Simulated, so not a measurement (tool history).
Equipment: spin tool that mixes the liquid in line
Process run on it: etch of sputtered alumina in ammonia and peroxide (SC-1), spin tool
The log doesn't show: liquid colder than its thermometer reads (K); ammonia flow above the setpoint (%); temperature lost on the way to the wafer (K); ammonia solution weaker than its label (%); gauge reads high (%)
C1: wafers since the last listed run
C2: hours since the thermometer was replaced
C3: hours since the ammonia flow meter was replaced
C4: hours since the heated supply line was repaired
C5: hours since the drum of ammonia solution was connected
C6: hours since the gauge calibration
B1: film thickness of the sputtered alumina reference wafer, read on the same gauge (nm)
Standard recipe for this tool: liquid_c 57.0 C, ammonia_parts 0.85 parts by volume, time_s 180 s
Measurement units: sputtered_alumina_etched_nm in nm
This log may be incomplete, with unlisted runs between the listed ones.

Run 1, day 0.000: usual settings; C1 0; C2 901.7; C3 1868.0; C4 444.2; C5 55.3; C6 521.8; B1 40.00. Result: sputtered_alumina_etched_nm 20.21 nm.
Run 2, day 1.350: usual settings; C1 321; C2 934.1; C3 1900.4; C4 476.6; C5 87.7; C6 554.2; B1 39.99. Result: sputtered_alumina_etched_nm 20.05 nm.
Run 3, day 1.904: usual settings; C1 132; C2 947.4; C3 1913.7; C4 489.9; C5 101.0; C6 567.5; B1 40.00. Result: sputtered_alumina_etched_nm 20.10 nm.
Run 4, day 5.862: usual settings; C1 942; C2 1042.4; C3 2008.7; C4 584.9; C5 196.0; C6 662.5; B1 39.98. Result: sputtered_alumina_etched_nm 19.80 nm.
Run 5, day 6.742: usual settings; C1 209; C2 1063.5; C3 2029.8; C4 606.0; C5 217.1; C6 683.6; B1 40.02. Result: sputtered_alumina_etched_nm 20.02 nm.
Run 6, day 7.958: usual settings; C1 289; C2 1092.7; C3 2059.0; C4 635.2; C5 246.3; C6 712.8; B1 40.01. Result: sputtered_alumina_etched_nm 19.90 nm.
At day 9.267: thermometer replaced.
At day 9.371: heated supply line repaired.
At day 10.162: gauge calibrated.
Run 7, day 12.179: usual settings; C1 985; C2 69.9; C3 2160.3; C4 67.4; C5 347.6; C6 48.4; B1 39.99. Result: sputtered_alumina_etched_nm 20.21 nm.
Run 8, day 13.446: usual settings; C1 301; C2 100.3; C3 2190.7; C4 97.8; C5 378.0; C6 78.8; B1 40.01. Result: sputtered_alumina_etched_nm 20.26 nm.
Run 9, day 14.625: usual settings but liquid_c 60.0 C; C1 280; C2 128.6; C3 2219.0; C4 126.1; C5 406.3; C6 107.1; B1 39.98. Result: sputtered_alumina_etched_nm 23.77 nm.
Run 10, day 15.442: usual settings but liquid_c 60.0 C; C1 194; C2 148.2; C3 2238.6; C4 145.7; C5 425.9; C6 126.7; B1 39.97. Result: sputtered_alumina_etched_nm 23.66 nm.
Run 11, day 16.267: usual settings but liquid_c 60.0 C; C1 196; C2 168.0; C3 2258.4; C4 165.5; C5 445.7; C6 146.5; B1 40.00. Result: sputtered_alumina_etched_nm 23.65 nm.
Run 12, day 17.721: usual settings; C1 346; C2 202.9; C3 2293.3; C4 200.4; C5 480.6; C6 181.4; B1 39.99. Result: sputtered_alumina_etched_nm 20.19 nm.
Run 13, day 19.067: usual settings but ammonia_parts 0.70 parts by volume, time_s 220 s; C1 320; C2 235.2; C3 2325.6; C4 232.7; C5 512.9; C6 213.7; B1 39.99. Result: sputtered_alumina_etched_nm 24.37 nm.
Run 14, day 19.892: usual settings but ammonia_parts 1.00 parts by volume; C1 196; C2 255.0; C3 2345.4; C4 252.5; C5 532.7; C6 233.5; B1 39.98. Result: sputtered_alumina_etched_nm 20.42 nm.
Run 15, day 23.604: usual settings but liquid_c 50.0 C, ammonia_parts 1.20 parts by volume, time_s 130 s; C1 884; C2 344.1; C3 2434.5; C4 341.6; C5 621.8; C6 322.6; B1 40.00. Result: sputtered_alumina_etched_nm 10.28 nm.
At day 23.879: ammonia flow meter replaced.
Run 16, day 24.475: usual settings but liquid_c 53.0 C; C1 197; C2 365.0; C3 14.3; C4 362.5; C5 642.7; C6 343.5; B1 39.99. Result: sputtered_alumina_etched_nm 16.20 nm.
At day 24.829: new drum of ammonia solution connected.
Run 17, day 25.454: usual settings but liquid_c 51.0 C, ammonia_parts 0.75 parts by volume; C1 223; C2 388.5; C3 37.8; C4 386.0; C5 15.0; C6 367.0; B1 40.00. Result: sputtered_alumina_etched_nm 14.27 nm.
Run 18, day 26.404: usual settings; C1 226; C2 411.3; C3 60.6; C4 408.8; C5 37.8; C6 389.8; B1 40.01. Result: sputtered_alumina_etched_nm 20.04 nm.
Run 19, day 27.175: usual settings but liquid_c 64.0 C, time_s 145 s; C1 183; C2 429.8; C3 79.1; C4 427.3; C5 56.3; C6 408.3; B1 39.98. Result: sputtered_alumina_etched_nm 23.10 nm.
Run 20, day 28.171: usual settings; C1 237; C2 453.7; C3 103.0; C4 451.2; C5 80.2; C6 432.2; B1 40.01. Result: sputtered_alumina_etched_nm 20.01 nm.
Run 21, day 29.058: usual settings; C1 211; C2 475.0; C3 124.3; C4 472.5; C5 101.5; C6 453.5; B1 39.97. Result: sputtered_alumina_etched_nm 19.95 nm.
Run 22, day 29.896: usual settings but time_s 230 s; C1 199; C2 495.1; C3 144.4; C4 492.6; C5 121.6; C6 473.6; B1 39.99. Result: sputtered_alumina_etched_nm 25.44 nm.
Run 23, day 34.317: usual settings; C1 1053; C2 601.2; C3 250.5; C4 598.7; C5 227.7; C6 579.7; B1 40.00. Result: sputtered_alumina_etched_nm 19.74 nm.
Run 24, day 35.425: usual settings; C1 264; C2 627.8; C3 277.1; C4 625.3; C5 254.3; C6 606.3; B1 40.00. Result: sputtered_alumina_etched_nm 19.71 nm.
Run 25, day 36.125: usual settings but ammonia_parts 1.00 parts by volume, time_s 125 s; C1 166; C2 644.6; C3 293.9; C4 642.1; C5 271.1; C6 623.1; B1 40.01. Result: sputtered_alumina_etched_nm 13.96 nm.

Predict each of these 4 candidate next runs independently; none follows another, all start after run 25:
Run A, day 36.146: usual settings but ammonia_parts 0.50 parts by volume; C1 4; C2 645.1; C3 294.4; C4 642.6; C5 271.6; C6 623.6; B1 ?. Result: sputtered_alumina_etched_nm ?.
Run B, day 36.146: usual settings but ammonia_parts 0.45 parts by volume; C1 4; C2 645.1; C3 294.4; C4 642.6; C5 271.6; C6 623.6; B1 ?. Result: sputtered_alumina_etched_nm ?.
Run C, day 36.146: usual settings but liquid_c 60.5 C, ammonia_parts 1.20 parts by volume; C1 4; C2 645.1; C3 294.4; C4 642.6; C5 271.6; C6 623.6; B1 ?. Result: sputtered_alumina_etched_nm ?.
Run D, day 36.146: usual settings but liquid_c 63.5 C, ammonia_parts 1.20 parts by volume, time_s 280 s; C1 4; C2 645.1; C3 294.4; C4 642.6; C5 271.6; C6 623.6; B1 ?. Result: sputtered_alumina_etched_nm ?.

run     B1  sputtered_alumina_etched_nm
  A  40.00                        18.70
  B  40.00                        18.51
  C  40.00                        24.37
  D  40.00                        44.16
Had the tool no hidden state, the same runs would have come out as:
run  sputtered_alumina_etched_nm
  A                        19.41
  B                        19.21
  C                        25.27
  D                        45.76
